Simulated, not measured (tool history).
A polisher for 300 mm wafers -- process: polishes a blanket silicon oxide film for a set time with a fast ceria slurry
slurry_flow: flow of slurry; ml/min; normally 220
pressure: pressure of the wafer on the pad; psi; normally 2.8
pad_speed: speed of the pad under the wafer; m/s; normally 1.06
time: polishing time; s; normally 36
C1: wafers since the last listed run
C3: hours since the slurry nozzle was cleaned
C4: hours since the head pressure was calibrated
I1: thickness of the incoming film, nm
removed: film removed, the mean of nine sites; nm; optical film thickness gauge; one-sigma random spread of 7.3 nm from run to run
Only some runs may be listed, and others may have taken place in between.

run 1 hour=0.0 | slurry_flow=220 pressure=2.8 pad_speed=1.06 time=36 | C1=0 wafers_polished_on_this_pad=626 C3=41.4 C4=154.0 | I1=2225.6 | removed=666.0
run 2 hour=25.3 | slurry_flow=220 pressure=2.8 pad_speed=1.06 time=36 | C1=302 wafers_polished_on_this_pad=928 C3=66.7 C4=179.3 | I1=2148.6 | removed=649.2
run 3 hour=75.1 | slurry_flow=220 pressure=2.8 pad_speed=1.06 time=36 | C1=594 wafers_polished_on_this_pad=1523 C3=116.5 C4=229.1 | I1=2186.1 | removed=645.2
run 4 hour=107.8 | slurry_flow=220 pressure=2.8 pad_speed=1.06 time=36 | C1=390 wafers_polished_on_this_pad=1913 C3=149.2 C4=261.8 | I1=2227.6 | removed=637.6
run 5 hour=127.8 | slurry_flow=220 pressure=2.8 pad_speed=1.06 time=36 | C1=238 wafers_polished_on_this_pad=2152 C3=169.2 C4=281.8 | I1=2211.4 | removed=624.7
-- hour=225.6 worn pad replaced by a new one
run 6 hour=226.1 | slurry_flow=245 pressure=2.8 pad_speed=1.06 time=36 | C1=1125 wafers_polished_on_this_pad=6 C3=267.5 C4=380.1 | I1=2199.0 | removed=637.1
run 7 hour=244.0 | slurry_flow=245 pressure=2.8 pad_speed=1.06 time=36 | C1=213 wafers_polished_on_this_pad=220 C3=285.4 C4=398.0 | I1=2208.9 | removed=638.7
-- hour=245.8 slurry nozzle cleaned
run 8 hour=276.5 | slurry_flow=245 pressure=2.8 pad_speed=1.06 time=36 | C1=376 wafers_polished_on_this_pad=596 C3=30.7 C4=430.5 | I1=2199.1 | removed=695.2
run 9 hour=294.4 | slurry_flow=220 pressure=2.8 pad_speed=1.06 time=36 | C1=213 wafers_polished_on_this_pad=809 C3=48.6 C4=448.4 | I1=2231.8 | removed=671.0
run 10 hour=323.7 | slurry_flow=220 pressure=2.8 pad_speed=1.06 time=36 | C1=349 wafers_polished_on_this_pad=1159 C3=77.9 C4=477.7 | I1=2175.0 | removed=658.6
run 11 hour=358.0 | slurry_flow=220 pressure=3.2 pad_speed=1.06 time=36 | C1=409 wafers_polished_on_this_pad=1569 C3=112.2 C4=512.0 | I1=2190.5 | removed=717.3
run 12 hour=387.3 | slurry_flow=220 pressure=3.2 pad_speed=1.06 time=36 | C1=349 wafers_polished_on_this_pad=1919 C3=141.5 C4=541.3 | I1=2155.8 | removed=728.8
run 13 hour=404.6 | slurry_flow=220 pressure=2.8 pad_speed=1.06 time=36 | C1=206 wafers_polished_on_this_pad=2125 C3=158.8 C4=558.6 | I1=2170.6 | removed=643.4
run 14 hour=437.2 | slurry_flow=220 pressure=2.8 pad_speed=1.06 time=36 | C1=389 wafers_polished_on_this_pad=2515 C3=191.4 C4=591.2 | I1=2187.6 | removed=628.8
run 15 hour=462.6 | slurry_flow=220 pressure=2.8 pad_speed=1.06 time=42 | C1=303 wafers_polished_on_this_pad=2818 C3=216.8 C4=616.6 | I1=2173.8 | removed=735.8
run 16 hour=481.4 | slurry_flow=185 pressure=1.9 pad_speed=1.06 time=29 | C1=224 wafers_polished_on_this_pad=3042 C3=235.6 C4=635.4 | I1=2143.0 | removed=355.0
-- hour=491.1 worn pad replaced by a new one
run 17 hour=504.3 | slurry_flow=190 pressure=2.0 pad_speed=0.70 time=36 | C1=225 wafers_polished_on_this_pad=157 C3=258.5 C4=658.3 | I1=2193.9 | removed=353.7
run 18 hour=538.2 | slurry_flow=220 pressure=2.8 pad_speed=1.06 time=32 | C1=404 wafers_polished_on_this_pad=562 C3=292.4 C4=692.2 | I1=2168.0 | removed=560.8
-- hour=542.3 slurry nozzle cleaned
-- hour=554.5 head pressure recalibrated
run 19 hour=571.6 | slurry_flow=185 pressure=3.2 pad_speed=1.40 time=36 | C1=362 wafers_polished_on_this_pad=925 C3=29.3 C4=17.1 | I1=2186.8 | removed=896.4
run 20 hour=584.6 | slurry_flow=220 pressure=2.8 pad_speed=1.06 time=33 | C1=155 wafers_polished_on_this_pad=1080 C3=42.3 C4=30.1 | I1=2198.9 | removed=613.5
run 21 hour=615.8 | slurry_flow=255 pressure=2.8 pad_speed=1.06 time=36 | C1=372 wafers_polished_on_this_pad=1453 C3=73.5 C4=61.3 | I1=2184.8 | removed=675.7
run 22 hour=635.0 | slurry_flow=220 pressure=1.9 pad_speed=1.38 time=36 | C1=229 wafers_polished_on_this_pad=1682 C3=92.7 C4=80.5 | I1=2192.1 | removed=583.8
run 23 hour=654.0 | slurry_flow=275 pressure=2.8 pad_speed=1.06 time=36 | C1=226 wafers_polished_on_this_pad=1909 C3=111.7 C4=99.5 | I1=2201.4 | removed=677.0
run 24 hour=675.9 | slurry_flow=220 pressure=2.2 pad_speed=1.06 time=36 | C1=261 wafers_polished_on_this_pad=2170 C3=133.6 C4=121.4 | I1=2173.4 | removed=548.0
run 25 hour=703.4 | slurry_flow=220 pressure=2.8 pad_speed=1.06 time=36 | C1=328 wafers_polished_on_this_pad=2499 C3=161.1 C4=148.9 | I1=2179.3 | removed=637.2
-- hour=718.1 worn pad replaced by a new one
run 26 hour=718.6 | slurry_flow=150 pressure=2.8 pad_speed=1.06 time=36 | C1=133 wafers_polished_on_this_pad=6 C3=176.3 C4=164.1 | I1=2216.1 | removed=585.2
run 27 hour=729.1 | slurry_flow=220 pressure=2.2 pad_speed=1.06 time=36 | C1=125 wafers_polished_on_this_pad=131 C3=186.8 C4=174.6 | I1=2144.0 | removed=519.5
run 28 hour=761.5 | slurry_flow=220 pressure=2.0 pad_speed=1.06 time=36 | C1=386 wafers_polished_on_this_pad=518 C3=219.2 C4=207.0 | I1=2206.4 | removed=491.4
-- hour=768.4 slurry nozzle cleaned
run 29 hour=782.9 | slurry_flow=220 pressure=2.8 pad_speed=1.06 time=36 | C1=243 wafers_polished_on_this_pad=762 C3=14.5 C4=228.4 | I1=2168.6 | removed=686.8
run 30 hour=798.7 | slurry_flow=220 pressure=2.8 pad_speed=1.06 time=36 | C1=188 wafers_polished_on_this_pad=950 C3=30.3 C4=244.2 | I1=2157.8 | removed=679.9
run 31 hour=834.6 | slurry_flow=220 pressure=2.8 pad_speed=1.06 time=36 | C1=428 wafers_polished_on_this_pad=1379 C3=66.2 C4=280.1 | I1=2202.8 | removed=653.4
run 32 hour=853.4 | slurry_flow=220 pressure=2.2 pad_speed=1.06 time=43 | C1=224 wafers_polished_on_this_pad=1603 C3=85.0 C4=298.9 | I1=2170.9 | removed=645.7
run 33 hour=868.0 | slurry_flow=220 pressure=2.8 pad_speed=1.06 time=25 | C1=174 wafers_polished_on_this_pad=1778 C3=99.6 C4=313.5 | I1=2196.3 | removed=456.7
run 34 hour=889.7 | slurry_flow=220 pressure=2.8 pad_speed=0.82 time=36 | C1=259 wafers_polished_on_this_pad=2037 C3=121.3 C4=335.2 | I1=2158.0 | removed=543.3

Run 35 comes next. What will it give?
run 35 hour=950.6 | slurry_flow=220 pressure=2.8 pad_speed=1.06 time=36 | C1=727 wafers_polished_on_this_pad=2764 C3=182.2 C4=396.1 | I1=2155.9 | removed=?

Run 35 produced removed 632.6 nm.
With no hidden state in the tool, this same run would have given removed 694.7 nm.
